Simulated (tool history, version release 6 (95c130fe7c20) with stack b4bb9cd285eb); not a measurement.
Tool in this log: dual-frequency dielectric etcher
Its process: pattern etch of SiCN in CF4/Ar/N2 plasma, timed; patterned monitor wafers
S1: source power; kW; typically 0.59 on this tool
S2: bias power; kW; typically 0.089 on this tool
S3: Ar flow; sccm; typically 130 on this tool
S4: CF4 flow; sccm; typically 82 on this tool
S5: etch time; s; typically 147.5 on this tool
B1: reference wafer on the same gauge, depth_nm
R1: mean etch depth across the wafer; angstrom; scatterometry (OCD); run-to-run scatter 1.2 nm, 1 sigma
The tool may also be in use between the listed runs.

Run 1, day 0: usual settings; B1 154.1. Result: R1 1928 angstrom.
Run 2, day 0.529: usual settings; B1 154. Result: R1 1914 angstrom.
Run 3, day 1.079: usual settings; B1 154.2. Result: R1 1938 angstrom.
Run 4, day 1.725: usual settings; B1 154.2. Result: R1 1902 angstrom.
Run 5, day 2.612: usual settings; B1 153.9. Result: R1 1924 angstrom.
At day 5.208: gauge calibrated.
At day 5.908: upper electrode replaced.
At day 6.542: wet clean of the chamber.
Run 6, day 6.562: usual settings; B1 154. Result: R1 1847 angstrom.
Run 7, day 6.9: usual settings but S1 0.52 kW; B1 154.3. Result: R1 1654 angstrom.
Run 8, day 7.571: usual settings but S1 0.44 kW, S4 96 sccm; B1 154.2. Result: R1 1484 angstrom.
Run 9, day 10.304: usual settings but S2 0.104 kW, S3 153 sccm, S4 71 sccm; B1 154.3. Result: R1 1823 angstrom.
At day 10.662: Ar flow controller replaced.
Run 10, day 11.475: usual settings; B1 154.4. Result: R1 1865 angstrom.
At day 11.971: CF4 flow controller replaced.
Run 11, day 12.342: usual settings but S1 0.68 kW, S2 0.11 kW, S5 177.5 s; B1 154.2. Result: R1 2694 angstrom.
At day 12.892: bias power generator calibrated.
Run 12, day 14.079: usual settings; B1 154.3. Result: R1 1879 angstrom.
Run 13, day 15: usual settings but S2 0.072 kW, S3 152 sccm; B1 154.3. Result: R1 1751 angstrom.
Run 14, day 16.2: usual settings but S2 0.076 kW, S3 113 sccm, S4 65 sccm, S5 107 s; B1 153.8. Result: R1 1276 angstrom.
Run 15, day 17.108: usual settings but S2 0.104 kW, S3 153 sccm, S4 71 sccm; B1 154.1. Result: R1 1843 angstrom.
Run 16, day 18.304: usual settings but S1 0.66 kW, S4 96 sccm; B1 154.4. Result: R1 2153 angstrom.
Run 17, day 19.125: usual settings but S1 0.64 kW, S2 0.072 kW, S3 110 sccm; B1 153.9. Result: R1 1997 angstrom.
Run 18, day 20.338: usual settings but S3 149 sccm, S5 189.5 s; B1 153.7. Result: R1 2381 angstrom.
Run 19, day 20.958: usual settings but S1 0.46 kW, S3 109 sccm, S4 93 sccm; B1 154. Result: R1 1595 angstrom.
Run 20, day 22.183: usual settings but S2 0.1 kW, S4 70 sccm; B1 154. Result: R1 1902 angstrom.
Run 21, day 23.396: usual settings but S2 0.098 kW, S3 153 sccm; B1 154.3. Result: R1 1892 angstrom.
Run 22, day 24.571: usual settings but S1 0.68 kW, S4 96 sccm; B1 154.3. Result: R1 2245 angstrom.

Alternative continuations, all from the tool just after run 22; predict every row:
Run A, day 24.592: usual settings; B1 ?. Result: R1 ?.
Run B, day 24.592: usual settings but S4 98 sccm, S5 131 s; B1 ?. Result: R1 ?.
Run C, day 24.592: usual settings but S1 0.52 kW, S2 0.106 kW; B1 ?. Result: R1 ?.

run     B1    R1
  A  154.2  1901
  B  154.2  1752
  C  154.2  1779
Take away the tool's hidden state, keep each run's random variation, and the runs would have read:
run    R1
  A  1836
  B  1692
  C  1719
